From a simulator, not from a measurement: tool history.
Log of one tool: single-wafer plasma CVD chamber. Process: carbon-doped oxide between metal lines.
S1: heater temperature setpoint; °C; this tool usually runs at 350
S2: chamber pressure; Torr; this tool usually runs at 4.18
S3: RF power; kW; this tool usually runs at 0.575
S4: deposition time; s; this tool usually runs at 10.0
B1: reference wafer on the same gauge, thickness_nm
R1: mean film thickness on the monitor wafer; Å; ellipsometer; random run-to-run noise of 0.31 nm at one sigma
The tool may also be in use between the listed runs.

run    hour   S1    S2     S3    S4      B1      R1
  1     0.0  350  4.18  0.575  10.0  46.647  569.38
  2    94.3  350  4.18  0.640  10.0  46.615  613.44
  3   158.1  350  4.18  0.575  10.0  46.565  569.43
  4   467.8  350  4.95  0.575  10.0  46.277  573.96
  5   513.9  350  4.95  0.575  10.0  46.320  570.06
  6   582.4  350  4.95  0.575  10.0  46.192  574.80
  7   621.7  350  4.18  0.575  10.0  46.234  564.72
      635.5  -- RF generator calibrated
  8   721.4  350  3.40  0.575  10.0  46.047  559.07
  9   757.9  350  4.18  0.575  10.0  46.065  561.17
 10   822.4  350  4.18  0.515  10.0  46.011  518.02
 11   872.1  350  4.65  0.530  10.0  45.946  533.64
      881.9  -- capacitance manometer re-zeroed and calibrated
 12   959.8  340  5.15  0.575  10.0  45.942  593.40
 13  1059.7  350  4.18  0.575  10.0  45.797  563.84
     1091.9  -- showerhead replaced
 14  1140.5  340  4.18  0.575  10.0  45.738  579.40

What does the tool deliver on the next run?
 15  1235.6  336  5.04  0.575  10.8   ?   ?

Run 15 produced B1 45.704, R1 635.86 Å.
With no hidden state in the tool, this same run would have given R1 661.19 Å.
